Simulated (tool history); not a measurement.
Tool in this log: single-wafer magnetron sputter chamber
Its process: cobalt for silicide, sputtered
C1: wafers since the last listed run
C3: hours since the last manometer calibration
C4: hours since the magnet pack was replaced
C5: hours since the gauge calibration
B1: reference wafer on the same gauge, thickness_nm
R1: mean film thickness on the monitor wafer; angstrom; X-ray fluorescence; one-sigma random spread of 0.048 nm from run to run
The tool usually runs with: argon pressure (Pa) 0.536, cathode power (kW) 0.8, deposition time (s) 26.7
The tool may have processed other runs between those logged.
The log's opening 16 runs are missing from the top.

run 17 day=34.604 | argon_pressure_(Pa)=0.536 cathode_power_(kW)=0.8 deposition_time_(s)=26.7 | C1=705 wafers_on_the_sputter_target=5601 C3=2440.2 C4=5551.5 C5=119.9 | B1=11.186 | R1=104.95
-- day=34.988 capacitance manometer re-zeroed and calibrated
run 18 day=35.938 | argon_pressure_(Pa)=0.438 cathode_power_(kW)=0.7 deposition_time_(s)=25.1 | C1=548 wafers_on_the_sputter_target=6149 C3=22.8 C4=5583.5 C5=151.9 | B1=11.195 | R1=92.52
-- day=37.683 magnet pack replaced, of another model than before
run 19 day=38.167 | argon_pressure_(Pa)=0.536 cathode_power_(kW)=0.9 deposition_time_(s)=26.7 | C1=1039 wafers_on_the_sputter_target=7189 C3=76.3 C4=11.6 C5=205.4 | B1=11.174 | R1=112.9
-- day=38.788 sputter target and shields replaced
run 20 day=40.175 | argon_pressure_(Pa)=0.438 cathode_power_(kW)=0.7 deposition_time_(s)=25.1 | C1=918 wafers_on_the_sputter_target=759 C3=124.5 C4=59.8 C5=253.6 | B1=11.211 | R1=97.18
run 21 day=43.058 | argon_pressure_(Pa)=0.35 cathode_power_(kW)=0.8 deposition_time_(s)=26.7 | C1=1580 wafers_on_the_sputter_target=2340 C3=193.7 C4=129 C5=322.8 | B1=11.222 | R1=115.43
run 22 day=45.15 | argon_pressure_(Pa)=0.536 cathode_power_(kW)=0.7 deposition_time_(s)=26.7 | C1=1146 wafers_on_the_sputter_target=3487 C3=243.9 C4=179.2 C5=373 | B1=11.214 | R1=97.04
run 23 day=46.833 | argon_pressure_(Pa)=0.658 cathode_power_(kW)=0.85 deposition_time_(s)=30.7 | C1=922 wafers_on_the_sputter_target=4410 C3=284.3 C4=219.6 C5=413.4 | B1=11.209 | R1=117.56
run 24 day=48.075 | argon_pressure_(Pa)=0.536 cathode_power_(kW)=0.8 deposition_time_(s)=30.2 | C1=680 wafers_on_the_sputter_target=5090 C3=314.1 C4=249.4 C5=443.2 | B1=11.207 | R1=118.4
run 25 day=50.333 | argon_pressure_(Pa)=0.714 cathode_power_(kW)=0.8 deposition_time_(s)=26.7 | C1=1238 wafers_on_the_sputter_target=6329 C3=368.3 C4=303.6 C5=497.4 | B1=11.181 | R1=95.71
-- day=52.679 sputter target and shields replaced
run 26 day=57.692 | argon_pressure_(Pa)=0.423 cathode_power_(kW)=0.75 deposition_time_(s)=21.4 | C1=3851 wafers_on_the_sputter_target=2748 C3=544.9 C4=480.2 C5=674 | B1=11.187 | R1=85.67
run 27 day=59.183 | argon_pressure_(Pa)=0.536 cathode_power_(kW)=0.95 deposition_time_(s)=29.5 | C1=817 wafers_on_the_sputter_target=3566 C3=580.7 C4=516 C5=709.8 | B1=11.215 | R1=129.17
run 28 day=62.138 | argon_pressure_(Pa)=0.536 cathode_power_(kW)=0.65 deposition_time_(s)=30.7 | C1=1619 wafers_on_the_sputter_target=5185 C3=651.6 C4=586.9 C5=780.7 | B1=11.215 | R1=105.52
run 29 day=63.762 | argon_pressure_(Pa)=0.696 cathode_power_(kW)=0.9 deposition_time_(s)=25.3 | C1=890 wafers_on_the_sputter_target=6076 C3=690.6 C4=625.9 C5=819.7 | B1=11.219 | R1=99.11
run 30 day=65.112 | argon_pressure_(Pa)=0.68 cathode_power_(kW)=0.8 deposition_time_(s)=26.7 | C1=740 wafers_on_the_sputter_target=6816 C3=723 C4=658.3 C5=852.1 | B1=11.217 | R1=97.74

Forecast each of these 5 alternatives for the next run:
run A day=65.129 | argon_pressure_(Pa)=0.536 cathode_power_(kW)=1 deposition_time_(s)=26.7 | C1=9 wafers_on_the_sputter_target=6826 C3=723.4 C4=658.7 C5=852.5 | B1=? | R1=?
run B day=65.129 | argon_pressure_(Pa)=0.438 cathode_power_(kW)=0.85 deposition_time_(s)=22.8 | C1=9 wafers_on_the_sputter_target=6826 C3=723.4 C4=658.7 C5=852.5 | B1=? | R1=?
run C day=65.129 | argon_pressure_(Pa)=0.389 cathode_power_(kW)=0.9 deposition_time_(s)=22.8 | C1=9 wafers_on_the_sputter_target=6826 C3=723.4 C4=658.7 C5=852.5 | B1=? | R1=?
run D day=65.129 | argon_pressure_(Pa)=0.536 cathode_power_(kW)=0.9 deposition_time_(s)=30.8 | C1=9 wafers_on_the_sputter_target=6826 C3=723.4 C4=658.7 C5=852.5 | B1=? | R1=?
run E day=65.129 | argon_pressure_(Pa)=0.536 cathode_power_(kW)=0.8 deposition_time_(s)=28.7 | C1=9 wafers_on_the_sputter_target=6826 C3=723.4 C4=658.7 C5=852.5 | B1=? | R1=?

run=A B1=11.214 R1=121.51
run=B B1=11.214 R1=97.86
run=C B1=11.214 R1=104.1
run=D B1=11.214 R1=130.65
run=E B1=11.214 R1=112.88
Without the tool's unlogged condition, the same runs would have read:
run=A R1=125.22
run=B R1=100.85
run=C R1=107.28
run=D R1=134.65
run=E R1=116.33
